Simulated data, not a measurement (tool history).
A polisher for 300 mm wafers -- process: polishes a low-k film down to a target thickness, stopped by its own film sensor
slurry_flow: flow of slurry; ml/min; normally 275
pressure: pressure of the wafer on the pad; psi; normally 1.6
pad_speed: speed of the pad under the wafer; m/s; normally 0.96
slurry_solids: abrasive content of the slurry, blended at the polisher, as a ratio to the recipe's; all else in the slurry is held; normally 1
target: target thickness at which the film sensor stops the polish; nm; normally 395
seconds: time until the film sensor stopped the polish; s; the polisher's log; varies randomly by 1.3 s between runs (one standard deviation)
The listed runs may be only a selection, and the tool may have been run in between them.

| run | hour | slurry_flow | pressure | pad_speed | slurry_solids | target | incoming thickness of the incoming film, nm | seconds |
|---|---|---|---|---|---|---|---|---|
| 1 | 0 | 275 | 1.6 | 0.96 | 1.2 | 395 | 437.1 | 112.5 |
| 2 | 48.6 | 275 | 1.6 | 0.96 | 1 | 395 | 430.5 | 104.7 |
| 3 | 103.9 | 275 | 1.6 | 0.96 | 1 | 395 | 425.4 | 90.4 |
| 4 | 182.7 | 275 | 1.6 | 0.96 | 1 | 395 | 427.9 | 102.1 |
|  | 221.1 | worn pad replaced by a new one |
|  | 264.2 | slurry nozzle cleaned |
| 5 | 280.9 | 275 | 1.6 | 0.96 | 1 | 395 | 431.5 | 110.7 |
|  | 314.2 | head pressure recalibrated |
| 6 | 320.3 | 275 | 1.6 | 0.96 | 1 | 395 | 436.1 | 132.3 |
|  | 337.1 | conditioning disc replaced and pad reconditioned |
| 7 | 360 | 275 | 1.6 | 0.96 | 1 | 395 | 428.1 | 104 |
|  | 424.9 | slurry blender recalibrated |
| 8 | 428 | 275 | 1.6 | 0.96 | 1 | 395 | 434.7 | 115.3 |
| 9 | 538.9 | 275 | 1.6 | 0.96 | 1.15 | 395 | 438.9 | 120.4 |
| 10 | 621 | 275 | 1.6 | 0.96 | 1 | 389 | 427.9 | 115.4 |
|  | 678.7 | worn pad replaced by a new one |
| 11 | 727.3 | 275 | 1.6 | 0.62 | 1.25 | 395 | 434.1 | 147.1 |
|  | 753.6 | slurry nozzle cleaned |
| 12 | 793.5 | 330 | 1.6 | 0.96 | 0.8 | 395 | 423.9 | 98.2 |
|  | 819.9 | conditioning disc replaced and pad reconditioned |
|  | 1012.1 | slurry blender recalibrated |
| 13 | 1110 | 185 | 1.6 | 0.96 | 1 | 388 | 425 | 111.7 |
|  | 1133.7 | head pressure recalibrated |
|  | 1152.1 | worn pad replaced by a new one |
| 14 | 1184 | 330 | 1.6 | 0.96 | 0.8 | 395 | 426.3 | 101.6 |
|  | 1213.6 | slurry nozzle cleaned |
| 15 | 1235 | 275 | 1.6 | 0.96 | 1.1 | 385 | 422.2 | 103.5 |
|  | 1261.4 | conditioning disc replaced and pad reconditioned |
| 16 | 1335.7 | 275 | 1.6 | 0.96 | 1 | 400 | 433.1 | 100.8 |
| 17 | 1377.7 | 275 | 1.6 | 0.96 | 1 | 395 | 421.8 | 81.3 |
| 18 | 1479.3 | 250 | 1.6 | 0.96 | 1 | 402 | 430.2 | 87 |
|  | 1534.7 | slurry blender recalibrated |
| 19 | 1555.2 | 240 | 2 | 0.7 | 1.1 | 395 | 424.9 | 86.9 |
|  | 1628.4 | worn pad replaced by a new one |
|  | 1761.9 | slurry nozzle cleaned |
| 20 | 1766.4 | 275 | 2.2 | 0.96 | 1.1 | 406 | 436 | 61.7 |
|  | 1805.9 | conditioning disc replaced and pad reconditioned |
|  | 1827.7 | head pressure recalibrated |
| 21 | 1835.5 | 340 | 1.6 | 0.84 | 0.85 | 402 | 426.1 | 85.9 |
| 22 | 1879.6 | 330 | 1.6 | 0.96 | 0.8 | 395 | 427.2 | 106.7 |
| 23 | 1975.9 | 275 | 1.8 | 0.96 | 1 | 383 | 429.5 | 126.6 |
|  | 1999.1 | slurry blender recalibrated |
| 24 | 2077.8 | 275 | 1.8 | 0.96 | 1 | 385 | 425.5 | 104.9 |

Alternative continuations, all from the tool just after run 24; predict every row:
| A | 2078.3 | 275 | 1.6 | 0.96 | 1 | 395 | 426.8 | ? |
| B | 2078.3 | 315 | 1.3 | 0.96 | 1.15 | 395 | 426.8 | ? |
| C | 2078.3 | 180 | 1.6 | 0.96 | 1 | 395 | 426.8 | ? |
| D | 2078.3 | 235 | 1.6 | 0.96 | 1 | 395 | 426.8 | ? |
| E | 2078.3 | 275 | 1.4 | 0.96 | 1 | 395 | 426.8 | ? |

| run | seconds |
|---|---|
| A | 92.6 |
| B | 105.4 |
| C | 96.2 |
| D | 93.8 |
| E | 105.8 |
Stripped of hidden state, with their random variation kept, the same runs would have yielded:
| run | seconds |
|---|---|
| A | 91.5 |
| B | 104.4 |
| C | 95.1 |
| D | 92.8 |
| E | 104.6 |
